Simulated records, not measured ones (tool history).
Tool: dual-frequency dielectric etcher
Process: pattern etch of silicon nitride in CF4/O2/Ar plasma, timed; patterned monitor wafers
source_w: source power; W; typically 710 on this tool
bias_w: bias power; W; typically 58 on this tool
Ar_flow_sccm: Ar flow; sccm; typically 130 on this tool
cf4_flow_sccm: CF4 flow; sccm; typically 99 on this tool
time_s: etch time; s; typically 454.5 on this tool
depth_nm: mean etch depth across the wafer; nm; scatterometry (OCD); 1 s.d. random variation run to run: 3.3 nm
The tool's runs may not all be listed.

run	hour	source_w	bias_w	Ar_flow_sccm	cf4_flow_sccm	time_s	wafers since the last listed run	hours since the last wet clean	hours since the last source power generator calibration	hours since the last bias power generator calibration	hours since the last Ar flow controller change	hours since the last CF4 flow controller change	hours since the last upper electrode change	hours since the gauge calibration	read-back reference wafer on the same gauge, depth_nm	depth_nm
1	0	710	58	130	99	454.5	0	281.5	3552.1	4914.6	1584.7	5567.9	5443.5	187	896.2	1021.9
2	28	710	58	130	99	454.5	127	309.5	3580.1	4942.6	1612.7	5595.9	5471.5	215	897.3	1016.6
3	47.1	710	58	130	99	454.5	86	328.6	3599.2	4961.7	1631.8	5615	5490.6	234.1	897.4	1014.1
4	60.5	710	58	130	99	454.5	60	342	3612.6	4975.1	1645.2	5628.4	5504	247.5	897.3	1021.2
5	94.7	710	51	130	99	454.5	155	376.2	3646.8	5009.3	1679.4	5662.6	5538.2	281.7	897.6	977.7
6	119	710	51	130	99	454.5	110	400.5	3671.1	5033.6	1703.7	5686.9	5562.5	306	896.4	972.7
7	144.9	710	51	130	99	454.5	117	426.4	3697	5059.5	1729.6	5712.8	5588.4	331.9	896.3	975.4
8	178.7	710	58	130	99	454.5	153	460.2	3730.8	5093.3	1763.4	5746.6	5622.2	365.7	896.9	1033.5
9	211.3	710	48	130	119	454.5	147	492.8	3763.4	5125.9	1796	5779.2	5654.8	398.3	896.8	979.2
10	223.7	710	58	130	99	454.5	56	505.2	3775.8	5138.3	1808.4	5791.6	5667.2	410.7	896.6	1035.1
11	249.1	710	58	130	99	454.5	115	530.6	3801.2	5163.7	1833.8	5817	5692.6	436.1	897.6	1045.6
# hour 277.4: wet clean of the chamber
# hour 284.9: CF4 flow controller replaced
# hour 286.3: Ar flow controller replaced
# hour 295.4: upper electrode replaced
12	295.9	710	58	130	99	454.5	28	18.5	3848	5210.5	9.6	11	0.5	482.9	898.6	987.9
# hour 316: bias power generator calibrated
13	316.5	710	58	130	77	454.5	75	39.1	3868.6	0.5	30.2	31.6	21.1	503.5	896.3	967.2
14	338.1	710	70	99	99	454.5	97	60.7	3890.2	22.1	51.8	53.2	42.7	525.1	897.3	1096.5
# hour 357.6: source power generator calibrated
# hour 366.9: gauge calibrated
15	371.9	710	71	130	76	454.5	135	94.5	14.3	55.9	85.6	87	76.5	5	898	1052.3
16	434.6	820	58	155	99	571.5	284	157.2	77	118.6	148.3	149.7	139.2	67.7	897.2	1432
17	447	540	69	130	82	525	56	169.6	89.4	131	160.7	162.1	151.6	80.1	897.4	912.4
18	531.3	570	58	130	99	526.5	382	253.9	173.7	215.3	245	246.4	235.9	164.4	897.6	923.8
19	549.4	710	66	130	92	405.5	82	272	191.8	233.4	263.1	264.5	254	182.5	896.9	946.2
20	620.9	710	58	100	99	454.5	324	343.5	263.3	304.9	334.6	336	325.5	254	895.7	1042.2

For each run, what was the tool's unlogged condition?
source power that arrives over what is set, %: 0 on each run
bias power that arrives over what is set, %: 0 on each run
Ar flow that arrives over what is set, %: 0 on each run
CF4 flow that arrives over what is set, %: 0 on each run
gauge reads high (%): 0 on each run
H1: etch rate over this chamber's usual, %
run	H1
1	2.81
2	3.06
3	3.22
4	3.34
5	3.64
6	3.86
7	4.09
8	4.39
9	4.67
10	4.78
11	5.01
12	-0.0537
13	0.128
14	0.319
15	0.617
16	1.17
17	1.28
18	2.02
19	2.18
20	2.81
